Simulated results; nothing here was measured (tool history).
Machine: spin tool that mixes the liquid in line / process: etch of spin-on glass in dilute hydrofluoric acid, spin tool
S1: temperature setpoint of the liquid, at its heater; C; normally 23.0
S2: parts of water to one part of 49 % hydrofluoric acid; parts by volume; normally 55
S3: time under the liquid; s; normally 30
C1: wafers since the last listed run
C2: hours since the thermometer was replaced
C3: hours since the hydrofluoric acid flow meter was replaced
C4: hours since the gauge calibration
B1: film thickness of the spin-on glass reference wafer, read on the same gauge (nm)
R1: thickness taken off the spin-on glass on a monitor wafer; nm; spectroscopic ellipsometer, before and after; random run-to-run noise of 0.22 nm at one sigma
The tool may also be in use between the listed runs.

run 1 hour=0.0 | S1=23.0 S2=55 S3=20 | C1=0 C2=245.6 C3=1425.8 C4=241.2 | B1=139.97 | R1=15.76
run 2 hour=35.0 | S1=23.0 S2=55 S3=30 | C1=730 C2=280.6 C3=1460.8 C4=276.2 | B1=139.99 | R1=23.71
run 3 hour=63.5 | S1=23.0 S2=55 S3=30 | C1=594 C2=309.1 C3=1489.3 C4=304.7 | B1=140.01 | R1=23.80
run 4 hour=93.4 | S1=23.0 S2=55 S3=30 | C1=624 C2=339.0 C3=1519.2 C4=334.6 | B1=140.02 | R1=23.95
run 5 hour=122.3 | S1=23.0 S2=55 S3=30 | C1=603 C2=367.9 C3=1548.1 C4=363.5 | B1=139.96 | R1=23.93
-- hour=140.2 gauge calibrated
run 6 hour=144.3 | S1=23.0 S2=55 S3=30 | C1=459 C2=389.9 C3=1570.1 C4=4.1 | B1=139.98 | R1=23.51
run 7 hour=179.8 | S1=26.0 S2=55 S3=30 | C1=741 C2=425.4 C3=1605.6 C4=39.6 | B1=140.00 | R1=26.87
run 8 hour=236.3 | S1=26.0 S2=55 S3=30 | C1=1179 C2=481.9 C3=1662.1 C4=96.1 | B1=139.99 | R1=26.70
run 9 hour=270.1 | S1=26.0 S2=55 S3=30 | C1=705 C2=515.7 C3=1695.9 C4=129.9 | B1=140.00 | R1=26.53
run 10 hour=295.0 | S1=23.0 S2=55 S3=30 | C1=519 C2=540.6 C3=1720.8 C4=154.8 | B1=139.99 | R1=23.56
run 11 hour=329.5 | S1=23.0 S2=75 S3=30 | C1=720 C2=575.1 C3=1755.3 C4=189.3 | B1=140.00 | R1=16.53
run 12 hour=353.9 | S1=23.0 S2=75 S3=30 | C1=509 C2=599.5 C3=1779.7 C4=213.7 | B1=140.01 | R1=16.66
-- hour=357.2 hydrofluoric acid flow meter replaced
run 13 hour=371.9 | S1=23.0 S2=75 S3=30 | C1=354 C2=617.5 C3=14.7 C4=231.7 | B1=140.03 | R1=19.29
run 14 hour=390.4 | S1=23.0 S2=55 S3=30 | C1=386 C2=636.0 C3=33.2 C4=250.2 | B1=139.99 | R1=26.51
run 15 hour=421.7 | S1=26.5 S2=35 S3=30 | C1=653 C2=667.3 C3=64.5 C4=281.5 | B1=139.98 | R1=49.61
run 16 hour=446.5 | S1=23.0 S2=55 S3=30 | C1=517 C2=692.1 C3=89.3 C4=306.3 | B1=140.01 | R1=26.82
run 17 hour=476.3 | S1=28.0 S2=40 S3=20 | C1=622 C2=721.9 C3=119.1 C4=336.1 | B1=140.00 | R1=30.84
run 18 hour=501.0 | S1=27.0 S2=45 S3=15 | C1=515 C2=746.6 C3=143.8 C4=360.8 | B1=140.00 | R1=19.52
-- hour=504.1 thermometer replaced
run 19 hour=522.6 | S1=23.0 S2=55 S3=30 | C1=430 C2=18.5 C3=165.4 C4=382.4 | B1=140.05 | R1=25.69
run 20 hour=539.8 | S1=25.5 S2=85 S3=15 | C1=359 C2=35.7 C3=182.6 C4=399.6 | B1=139.96 | R1=8.74
run 21 hour=570.4 | S1=23.0 S2=55 S3=30 | C1=638 C2=66.3 C3=213.2 C4=430.2 | B1=140.01 | R1=24.91
run 22 hour=587.8 | S1=27.5 S2=80 S3=25 | C1=363 C2=83.7 C3=230.6 C4=447.6 | B1=139.99 | R1=16.64
-- hour=593.9 gauge calibrated
run 23 hour=604.6 | S1=26.0 S2=75 S3=15 | C1=350 C2=100.5 C3=247.4 C4=10.7 | B1=139.99 | R1=10.16
run 24 hour=619.5 | S1=23.0 S2=55 S3=30 | C1=311 C2=115.4 C3=262.3 C4=25.6 | B1=139.99 | R1=25.07
run 25 hour=649.0 | S1=23.0 S2=55 S3=30 | C1=615 C2=144.9 C3=291.8 C4=55.1 | B1=140.00 | R1=25.16
run 26 hour=689.3 | S1=18.5 S2=30 S3=15 | C1=841 C2=185.2 C3=332.1 C4=95.4 | B1=140.01 | R1=20.07
run 27 hour=708.0 | S1=23.0 S2=75 S3=50 | C1=390 C2=203.9 C3=350.8 C4=114.1 | B1=140.01 | R1=30.48
run 28 hour=724.9 | S1=23.0 S2=55 S3=30 | C1=352 C2=220.8 C3=367.7 C4=131.0 | B1=139.99 | R1=25.28
run 29 hour=785.4 | S1=21.0 S2=55 S3=25 | C1=1262 C2=281.3 C3=428.2 C4=191.5 | B1=139.98 | R1=19.30
run 30 hour=814.3 | S1=23.0 S2=65 S3=20 | C1=603 C2=310.2 C3=457.1 C4=220.4 | B1=140.01 | R1=14.06
run 31 hour=847.2 | S1=18.5 S2=85 S3=30 | C1=686 C2=343.1 C3=490.0 C4=253.3 | B1=140.04 | R1=12.93

Predict each of these 3 candidate next runs independently; none follows another, all start after run 31:
run A hour=847.6 | S1=23.0 S2=55 S3=30 | C1=8 C2=343.5 C3=490.4 C4=253.7 | B1=? | R1=?
run B hour=847.6 | S1=25.0 S2=55 S3=30 | C1=8 C2=343.5 C3=490.4 C4=253.7 | B1=? | R1=?
run C hour=847.6 | S1=19.5 S2=55 S3=30 | C1=8 C2=343.5 C3=490.4 C4=253.7 | B1=? | R1=?

run=A B1=139.98 R1=25.21
run=B B1=139.98 R1=27.35
run=C B1=139.98 R1=21.79
What these runs would have given with no unlogged condition in the tool:
run=A R1=25.90
run=B R1=28.11
run=C R1=22.36
